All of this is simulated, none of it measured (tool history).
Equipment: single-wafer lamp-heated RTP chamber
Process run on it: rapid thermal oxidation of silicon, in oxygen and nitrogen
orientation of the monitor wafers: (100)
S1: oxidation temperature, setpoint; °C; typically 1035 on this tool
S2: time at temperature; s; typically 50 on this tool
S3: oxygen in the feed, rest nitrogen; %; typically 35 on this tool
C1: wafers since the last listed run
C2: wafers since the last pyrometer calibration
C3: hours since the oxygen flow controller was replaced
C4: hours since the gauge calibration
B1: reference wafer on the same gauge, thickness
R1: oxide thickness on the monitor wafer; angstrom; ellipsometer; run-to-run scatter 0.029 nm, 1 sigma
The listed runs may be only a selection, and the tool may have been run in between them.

| run | hour | S1 | S2 | S3 | C1 | C2 | C3 | C4 | B1 | R1 |
|---|---|---|---|---|---|---|---|---|---|---|
| 1 | 0.0 | 1035 | 50 | 35 | 0 | 1877 | 6365.4 | 67.1 | 4.877 | 48.61 |
| 2 | 12.1 | 1035 | 50 | 35 | 108 | 1985 | 6377.5 | 79.2 | 4.883 | 49.14 |
| 3 | 27.9 | 1035 | 50 | 35 | 141 | 2127 | 6393.3 | 95.0 | 4.876 | 49.83 |
| 4 | 37.6 | 1035 | 50 | 35 | 87 | 2214 | 6403.0 | 104.7 | 4.878 | 49.88 |
| 5 | 50.2 | 1035 | 50 | 35 | 113 | 2327 | 6415.6 | 117.3 | 4.880 | 50.31 |
| 6 | 57.2 | 1035 | 50 | 35 | 62 | 2390 | 6422.6 | 124.3 | 4.882 | 49.90 |
|  | 85.4 | pyrometer window cleaned and pyrometer calibrated |
| 7 | 85.9 | 1035 | 50 | 35 | 185 | 4 | 6451.3 | 153.0 | 4.875 | 52.36 |
| 8 | 91.3 | 1035 | 50 | 25 | 48 | 52 | 6456.7 | 158.4 | 4.875 | 47.29 |
| 9 | 102.5 | 1024 | 33 | 18 | 100 | 153 | 6467.9 | 169.6 | 4.889 | 34.10 |
|  | 109.5 | gauge calibrated |
|  | 116.1 | pyrometer window cleaned and pyrometer calibrated, repeated, since the last time left the tool worse |
| 10 | 116.6 | 1021 | 50 | 35 | 54 | 4 | 6482.0 | 7.1 | 4.875 | 44.25 |
| 11 | 125.9 | 1035 | 50 | 35 | 83 | 87 | 6491.3 | 16.4 | 4.870 | 48.46 |
|  | 137.2 | oxygen flow controller replaced |
| 12 | 137.5 | 1035 | 39 | 35 | 32 | 120 | 0.3 | 28.0 | 4.881 | 43.33 |
| 13 | 148.8 | 1065 | 66 | 17 | 101 | 221 | 11.6 | 39.3 | 4.875 | 52.19 |
| 14 | 155.3 | 1025 | 75 | 35 | 58 | 279 | 18.1 | 45.8 | 4.883 | 53.59 |
| 15 | 165.9 | 1058 | 39 | 35 | 95 | 374 | 28.7 | 56.4 | 4.892 | 50.17 |
| 16 | 181.5 | 1023 | 32 | 35 | 139 | 514 | 44.3 | 72.0 | 4.886 | 37.66 |

Selected run-to-run steps in R1, each split into two signed amounts: the part the tool would show with no hidden state at all (from settings, incoming material and random variation), and the remainder, which goes to the hidden state together with any gauge scatter not common to the measured and the hidden-state-free results:
What the log doesn't record here: true wafer temperature minus pyrometer reading, K; deviation of the oxygen flow from its setpoint, %; gauge reads high (%).
Run 6 -> 7: pyrometer window cleaned and pyrometer calibrated. R1 +2.46 angstrom: hidden state +2.43, all else +0.03.
Run 8 -> 9: S1 1035 -> 1024, S2 50 -> 33, S3 25 -> 18. R1 -13.19 angstrom: hidden state -1.53, all else -11.66.
